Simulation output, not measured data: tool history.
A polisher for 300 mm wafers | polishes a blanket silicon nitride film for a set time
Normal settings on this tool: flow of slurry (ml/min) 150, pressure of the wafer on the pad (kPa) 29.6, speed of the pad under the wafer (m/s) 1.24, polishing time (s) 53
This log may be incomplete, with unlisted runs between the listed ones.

run,day,flow of slurry (ml/min),pressure of the wafer on the pad (kPa),speed of the pad under the wafer (m/s),polishing time (s),wafers since the last listed run,wafers polished on this pad,hours since the slurry nozzle was cleaned,hours since the head pressure was calibrated,"incoming thickness of the incoming film, nm",film removed (angstrom)
1,0.000,150,29.6,1.24,53,0,4447,195.1,163.7,386.5,1321
2,1.300,150,29.6,1.24,53,409,4857,226.3,194.9,376.4,1312
3,3.188,150,29.6,1.24,53,594,5451,271.6,240.2,377.8,1300
4,4.358,150,29.6,1.24,53,368,5819,299.7,268.3,384.1,1314
# day 6.812: worn pad replaced by a new one
5,7.242,150,29.6,1.02,53,855,135,368.9,337.5,383.0,1256
6,9.717,150,29.6,1.02,53,779,914,428.3,396.9,378.3,1189
7,10.742,160,29.6,1.24,49,322,1237,452.9,421.5,380.4,1277
# day 10.838: slurry nozzle cleaned
8,11.871,170,29.6,1.10,53,342,1579,24.8,448.6,379.4,1265
# day 13.462: head pressure recalibrated
9,14.192,150,29.6,1.24,53,704,2284,80.5,17.5,380.4,1361
10,15.392,150,29.6,1.24,53,377,2661,109.3,46.3,376.3,1341
11,17.479,150,29.6,1.24,53,657,3318,159.4,96.4,385.0,1337
12,19.896,150,29.6,1.24,53,760,4079,217.4,154.4,375.6,1333
# day 22.992: worn pad replaced by a new one
13,24.654,150,29.6,1.24,53,1445,522,331.6,268.6,383.0,1399
14,26.400,150,29.6,1.24,53,549,1072,373.5,310.5,383.1,1370
15,28.258,150,40.0,1.08,53,584,1657,418.1,355.1,380.5,1643
# day 31.304: head pressure recalibrated
# day 31.317: slurry nozzle cleaned
16,31.825,150,29.6,1.24,53,1092,2750,12.2,12.5,380.6,1342
17,32.875,150,29.6,1.24,53,330,3080,37.4,37.7,379.0,1310
18,34.875,150,32.4,1.50,46,629,3710,85.4,85.7,377.4,1441
19,36.375,150,29.6,1.24,53,472,4182,121.4,121.7,383.9,1317
20,38.454,150,29.6,1.24,53,654,4837,171.3,171.6,378.2,1324
21,41.279,130,29.6,1.64,53,889,5726,239.1,239.4,380.8,1548
22,42.358,150,29.6,1.24,53,339,6065,265.0,265.3,378.7,1303
# day 43.967: worn pad replaced by a new one
23,44.442,170,29.6,1.24,53,603,149,315.0,315.3,381.8,1454
24,46.358,110,29.6,1.24,66,603,753,361.0,361.3,385.6,1618
25,48.575,110,22.1,1.08,53,697,1451,414.2,414.5,380.1,863
# day 49.971: slurry nozzle cleaned
26,50.600,110,22.1,1.08,53,624,2075,15.1,463.1,384.4,861
# day 51.012: head pressure recalibrated
27,52.983,150,29.6,1.24,53,724,2799,72.3,47.3,376.3,1354
28,55.583,190,29.6,0.96,38,818,3617,134.7,109.7,384.9,820
29,56.871,130,29.6,1.24,53,405,4023,165.6,140.6,386.2,1301
30,58.971,180,29.6,1.10,53,661,4684,216.0,191.0,372.3,1270
31,60.850,180,37.9,0.90,65,591,5275,261.1,236.1,371.6,1698
# day 62.479: worn pad replaced by a new one
32,62.962,185,26.9,1.24,41,612,151,311.8,286.8,382.3,1020
33,65.029,175,29.6,0.86,53,650,802,361.4,336.4,378.2,1074
34,66.238,150,29.6,1.24,46,380,1182,390.4,365.4,372.2,1192
# day 67.496: head pressure recalibrated
# day 67.771: slurry nozzle cleaned
35,68.000,150,29.6,0.90,40,515,1698,5.5,12.1,382.0,831
36,70.192,165,29.6,1.42,43,689,2388,58.1,64.7,378.5,1224
37,72.750,190,34.5,1.38,61,805,3193,119.5,126.1,381.5,2042

Here are 4 independent what-if runs from the current tool condition. What would each one return?
A,72.767,190,29.6,1.24,53,5,3198,119.9,126.5,380.0,?
B,72.767,165,35.2,1.24,58,5,3198,119.9,126.5,380.0,?
C,72.767,165,23.4,1.12,44,5,3198,119.9,126.5,380.0,?
D,72.767,150,33.8,1.62,64,5,3198,119.9,126.5,380.0,?

run,film removed (angstrom)
A,1377
B,1747
C,820
D,2221
With no hidden state in the tool, these same runs would have given:
run,film removed (angstrom)
A,1499
B,1903
C,893
D,2418
